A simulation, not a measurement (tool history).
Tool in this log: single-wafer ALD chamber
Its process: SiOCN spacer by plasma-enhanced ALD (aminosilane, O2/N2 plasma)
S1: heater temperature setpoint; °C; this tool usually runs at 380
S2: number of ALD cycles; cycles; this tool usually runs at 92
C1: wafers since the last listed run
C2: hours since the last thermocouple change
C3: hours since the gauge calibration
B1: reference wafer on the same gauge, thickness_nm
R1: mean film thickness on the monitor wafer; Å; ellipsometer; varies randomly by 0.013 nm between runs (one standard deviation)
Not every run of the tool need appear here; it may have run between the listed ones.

| run | day | S1 | S2 | C1 | C2 | C3 | B1 | R1 |
|---|---|---|---|---|---|---|---|---|
| 1 | 0.000 | 376 | 79 | 0 | 2617.8 | 215.3 | 4.666 | 45.68 |
| 2 | 0.392 | 376 | 79 | 32 | 2627.2 | 224.7 | 4.665 | 45.52 |
| 3 | 0.883 | 372 | 92 | 40 | 2639.0 | 236.5 | 4.663 | 53.15 |
| 4 | 1.379 | 372 | 92 | 40 | 2650.9 | 248.4 | 4.662 | 53.02 |
| 5 | 2.062 | 372 | 92 | 55 | 2667.3 | 264.8 | 4.657 | 52.99 |
| 6 | 2.896 | 380 | 83 | 68 | 2687.3 | 284.8 | 4.657 | 47.76 |
| 7 | 3.288 | 380 | 83 | 32 | 2696.7 | 294.2 | 4.659 | 47.61 |
| 8 | 3.646 | 380 | 83 | 29 | 2705.3 | 302.8 | 4.656 | 47.83 |
| 9 | 4.329 | 380 | 92 | 55 | 2721.7 | 319.2 | 4.653 | 52.89 |
| 10 | 4.850 | 373 | 92 | 42 | 2734.2 | 331.7 | 4.652 | 53.03 |
| 11 | 5.346 | 380 | 92 | 40 | 2746.1 | 343.6 | 4.649 | 52.94 |
| 12 | 6.083 | 380 | 92 | 60 | 2763.8 | 361.3 | 4.647 | 52.82 |
| 13 | 6.608 | 384 | 92 | 42 | 2776.4 | 373.9 | 4.644 | 52.73 |
| 14 | 7.138 | 384 | 92 | 43 | 2789.1 | 386.6 | 4.643 | 52.67 |
| 15 | 7.767 | 384 | 92 | 51 | 2804.2 | 401.7 | 4.639 | 52.68 |
| 16 | 8.204 | 374 | 92 | 35 | 2814.7 | 412.2 | 4.639 | 52.83 |
| 17 | 8.900 | 380 | 80 | 56 | 2831.4 | 428.9 | 4.636 | 45.93 |
| 18 | 9.167 | 380 | 92 | 21 | 2837.8 | 435.3 | 4.636 | 52.64 |
|  | 9.754 | thermocouple changed; heater temperature recalibrated |
| 19 | 9.775 | 380 | 81 | 22 | 0.5 | 449.9 | 4.632 | 46.54 |
| 20 | 10.046 | 388 | 102 | 22 | 7.0 | 456.4 | 4.629 | 58.13 |
| 21 | 10.779 | 380 | 92 | 59 | 24.6 | 474.0 | 4.630 | 52.36 |
| 22 | 11.358 | 380 | 92 | 47 | 38.5 | 487.9 | 4.623 | 52.47 |
| 23 | 11.858 | 380 | 92 | 40 | 50.5 | 499.9 | 4.621 | 52.61 |
| 24 | 12.496 | 392 | 86 | 52 | 65.8 | 515.2 | 4.616 | 48.92 |
| 25 | 13.538 | 388 | 92 | 85 | 90.8 | 540.2 | 4.613 | 52.25 |
| 26 | 14.175 | 391 | 92 | 52 | 106.1 | 555.5 | 4.604 | 52.55 |
| 27 | 14.733 | 380 | 81 | 45 | 119.5 | 568.9 | 4.600 | 45.98 |
| 28 | 15.371 | 367 | 103 | 52 | 134.8 | 584.2 | 4.602 | 58.36 |
| 29 | 15.921 | 393 | 74 | 44 | 148.0 | 597.4 | 4.598 | 41.88 |
| 30 | 16.629 | 369 | 92 | 57 | 165.0 | 614.4 | 4.595 | 52.32 |
|  | 17.242 | gauge calibrated |
| 31 | 17.829 | 385 | 92 | 98 | 193.8 | 14.1 | 4.688 | 53.27 |
| 32 | 18.212 | 387 | 106 | 31 | 203.0 | 23.3 | 4.686 | 61.24 |
| 33 | 18.921 | 380 | 92 | 57 | 220.0 | 40.3 | 4.685 | 53.47 |
| 34 | 19.367 | 380 | 92 | 36 | 230.7 | 51.0 | 4.687 | 53.53 |
| 35 | 20.012 | 380 | 92 | 52 | 246.2 | 66.5 | 4.684 | 53.31 |
| 36 | 20.279 | 380 | 106 | 21 | 252.6 | 72.9 | 4.684 | 61.35 |

Run 37, settings as shown, results not yet in. Your forecast:
| 37 | 20.642 | 371 | 76 | 29 | 261.3 | 81.6 | ? | ? |

B1: 4.683
R1: 44.09 Å
Minus the tool's unlogged condition, the same run would have read R1 44.04 Å.
